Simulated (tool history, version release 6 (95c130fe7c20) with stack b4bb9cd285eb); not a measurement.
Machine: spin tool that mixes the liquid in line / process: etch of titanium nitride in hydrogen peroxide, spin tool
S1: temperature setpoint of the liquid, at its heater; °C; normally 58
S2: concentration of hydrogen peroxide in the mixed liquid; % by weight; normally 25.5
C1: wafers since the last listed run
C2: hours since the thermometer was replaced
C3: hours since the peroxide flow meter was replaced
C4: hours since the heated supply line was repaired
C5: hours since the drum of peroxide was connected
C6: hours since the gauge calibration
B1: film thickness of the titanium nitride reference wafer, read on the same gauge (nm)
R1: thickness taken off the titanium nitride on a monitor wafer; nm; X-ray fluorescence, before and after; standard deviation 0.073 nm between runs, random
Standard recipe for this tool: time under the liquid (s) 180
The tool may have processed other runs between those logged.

run 1 hour=0 | S1=65.5 S2=25.5 time_under_the_liquid_(s)=110 | C1=0 C2=2424.6 C3=1474.4 C4=847.8 C5=409.9 C6=2255.8 | B1=140 | R1=8.98
run 2 hour=48 | S1=65.5 S2=25.5 time_under_the_liquid_(s)=110 | C1=473 C2=2472.6 C3=1522.4 C4=895.8 C5=457.9 C6=2303.8 | B1=140 | R1=8.93
run 3 hour=100.7 | S1=65.5 S2=25.5 time_under_the_liquid_(s)=110 | C1=519 C2=2525.3 C3=1575.1 C4=948.5 C5=510.6 C6=2356.5 | B1=139.98 | R1=8.88
-- hour=146.1 gauge calibrated
run 4 hour=150.5 | S1=58 S2=25.5 time_under_the_liquid_(s)=130 | C1=491 C2=2575.1 C3=1624.9 C4=998.3 C5=560.4 C6=4.4 | B1=139.97 | R1=6.28
-- hour=153.4 peroxide flow meter replaced
run 5 hour=218.5 | S1=58 S2=25.5 time_under_the_liquid_(s)=130 | C1=661 C2=2643.1 C3=65.1 C4=1066.3 C5=628.4 C6=72.4 | B1=140 | R1=6.39
-- hour=356.4 new drum of peroxide connected
run 6 hour=409.2 | S1=49.5 S2=21.5 time_under_the_liquid_(s)=180 | C1=1871 C2=2833.8 C3=255.8 C4=1257 C5=52.8 C6=263.1 | B1=140.03 | R1=4.64
run 7 hour=449.1 | S1=58 S2=25.5 time_under_the_liquid_(s)=220 | C1=393 C2=2873.7 C3=295.7 C4=1296.9 C5=92.7 C6=303 | B1=139.99 | R1=10.79
run 8 hour=489.9 | S1=52 S2=30 time_under_the_liquid_(s)=280 | C1=402 C2=2914.5 C3=336.5 C4=1337.7 C5=133.5 C6=343.8 | B1=139.98 | R1=9.37
-- hour=499.2 thermometer replaced
run 9 hour=548.6 | S1=58 S2=25.5 time_under_the_liquid_(s)=180 | C1=569 C2=49.4 C3=395.2 C4=1396.4 C5=192.2 C6=402.5 | B1=139.99 | R1=8.79
run 10 hour=600.8 | S1=66 S2=30 time_under_the_liquid_(s)=225 | C1=514 C2=101.6 C3=447.4 C4=1448.6 C5=244.4 C6=454.7 | B1=140.01 | R1=19.64
run 11 hour=648.8 | S1=63.5 S2=21.5 time_under_the_liquid_(s)=125 | C1=473 C2=149.6 C3=495.4 C4=1496.6 C5=292.4 C6=502.7 | B1=139.98 | R1=8.62
run 12 hour=719.6 | S1=58 S2=25.5 time_under_the_liquid_(s)=180 | C1=698 C2=220.4 C3=566.2 C4=1567.4 C5=363.2 C6=573.5 | B1=139.99 | R1=8.71
run 13 hour=769.8 | S1=54 S2=25.5 time_under_the_liquid_(s)=180 | C1=495 C2=270.6 C3=616.4 C4=1617.6 C5=413.4 C6=623.7 | B1=140 | R1=6.65
-- hour=786.7 heated supply line repaired
run 14 hour=799.9 | S1=58 S2=30 time_under_the_liquid_(s)=115 | C1=287 C2=300.7 C3=646.5 C4=13.2 C5=443.5 C6=653.8 | B1=140.04 | R1=5.81
run 15 hour=871.5 | S1=58 S2=29 time_under_the_liquid_(s)=225 | C1=706 C2=372.3 C3=718.1 C4=84.8 C5=515.1 C6=725.4 | B1=139.99 | R1=11.27
run 16 hour=903.4 | S1=64 S2=22 time_under_the_liquid_(s)=80 | C1=314 C2=404.2 C3=750 C4=116.7 C5=547 C6=757.3 | B1=140.02 | R1=5.73
run 17 hour=968.2 | S1=48.5 S2=30 time_under_the_liquid_(s)=130 | C1=639 C2=469 C3=814.8 C4=181.5 C5=611.8 C6=822.1 | B1=139.99 | R1=3.33
run 18 hour=1031.5 | S1=63.5 S2=25.5 time_under_the_liquid_(s)=180 | C1=624 C2=532.3 C3=878.1 C4=244.8 C5=675.1 C6=885.4 | B1=140.02 | R1=12.91
-- hour=1057.4 new drum of peroxide connected
run 19 hour=1063.1 | S1=58 S2=25.5 time_under_the_liquid_(s)=180 | C1=301 C2=563.9 C3=909.7 C4=276.4 C5=5.7 C6=917 | B1=140.02 | R1=8.76
run 20 hour=1087.9 | S1=58 S2=25.5 time_under_the_liquid_(s)=180 | C1=244 C2=588.7 C3=934.5 C4=301.2 C5=30.5 C6=941.8 | B1=140 | R1=8.71
run 21 hour=1156.7 | S1=58 S2=25.5 time_under_the_liquid_(s)=180 | C1=678 C2=657.5 C3=1003.3 C4=370 C5=99.3 C6=1010.6 | B1=139.99 | R1=8.84
run 22 hour=1214.5 | S1=58 S2=25.5 time_under_the_liquid_(s)=180 | C1=570 C2=715.3 C3=1061.1 C4=427.8 C5=157.1 C6=1068.4 | B1=140 | R1=8.74
run 23 hour=1279.9 | S1=58 S2=30 time_under_the_liquid_(s)=280 | C1=645 C2=780.7 C3=1126.5 C4=493.2 C5=222.5 C6=1133.8 | B1=139.99 | R1=14.28
run 24 hour=1322 | S1=64 S2=28.5 time_under_the_liquid_(s)=250 | C1=415 C2=822.8 C3=1168.6 C4=535.3 C5=264.6 C6=1175.9 | B1=140.02 | R1=18.88

Take each entry between the runs: how does the hidden state at the last listed run before it differ from the hidden state at the first listed run after it?
In the gap between runs 3 and 4: gauge calibrated (hour 146.1)
  the hidden state is the same at both runs
In the gap between runs 4 and 5: peroxide flow meter replaced (hour 153.4)
  the hidden state is the same at both runs
In the gap between runs 5 and 6: new drum of peroxide connected (hour 356.4)
  the hidden state is the same at both runs
In the gap between runs 8 and 9: thermometer replaced (hour 499.2)
  the hidden state is the same at both runs
In the gap between runs 13 and 14: heated supply line repaired (hour 786.7)
  the hidden state is the same at both runs
In the gap between runs 18 and 19: new drum of peroxide connected (hour 1057.4)
  the hidden state is the same at both runs
